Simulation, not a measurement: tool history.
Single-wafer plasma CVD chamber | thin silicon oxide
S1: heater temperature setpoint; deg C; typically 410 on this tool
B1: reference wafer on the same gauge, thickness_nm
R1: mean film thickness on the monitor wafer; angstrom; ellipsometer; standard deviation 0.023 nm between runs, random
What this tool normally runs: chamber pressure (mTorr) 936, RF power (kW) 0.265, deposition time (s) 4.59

run 1 hour=0.0 | S1=410 chamber_pressure_(mTorr)=1022 RF_power_(kW)=0.285 deposition_time_(s)=4.59 | B1=9.061 | R1=91.96
run 2 hour=31.7 | S1=410 chamber_pressure_(mTorr)=1022 RF_power_(kW)=0.285 deposition_time_(s)=4.59 | B1=9.061 | R1=92.40
run 3 hour=72.5 | S1=410 chamber_pressure_(mTorr)=1022 RF_power_(kW)=0.285 deposition_time_(s)=4.59 | B1=9.067 | R1=91.40
run 4 hour=97.9 | S1=410 chamber_pressure_(mTorr)=1120 RF_power_(kW)=0.265 deposition_time_(s)=4.59 | B1=9.052 | R1=96.82
run 5 hour=125.2 | S1=410 chamber_pressure_(mTorr)=936 RF_power_(kW)=0.245 deposition_time_(s)=4.59 | B1=9.065 | R1=80.46
run 6 hour=187.0 | S1=410 chamber_pressure_(mTorr)=936 RF_power_(kW)=0.245 deposition_time_(s)=4.59 | B1=9.059 | R1=80.01
-- hour=227.2 RF generator calibrated
run 7 hour=236.0 | S1=410 chamber_pressure_(mTorr)=936 RF_power_(kW)=0.265 deposition_time_(s)=4.59 | B1=9.059 | R1=84.25

What does the tool deliver on the next run?
run 8 hour=290.8 | S1=397 chamber_pressure_(mTorr)=813 RF_power_(kW)=0.265 deposition_time_(s)=4.59 | B1=? | R1=?

B1: 9.062
R1: 72.54 angstrom
Take away the tool's hidden state, keep the run-to-run variation as it was, and the same run would have given R1 79.44 angstrom.
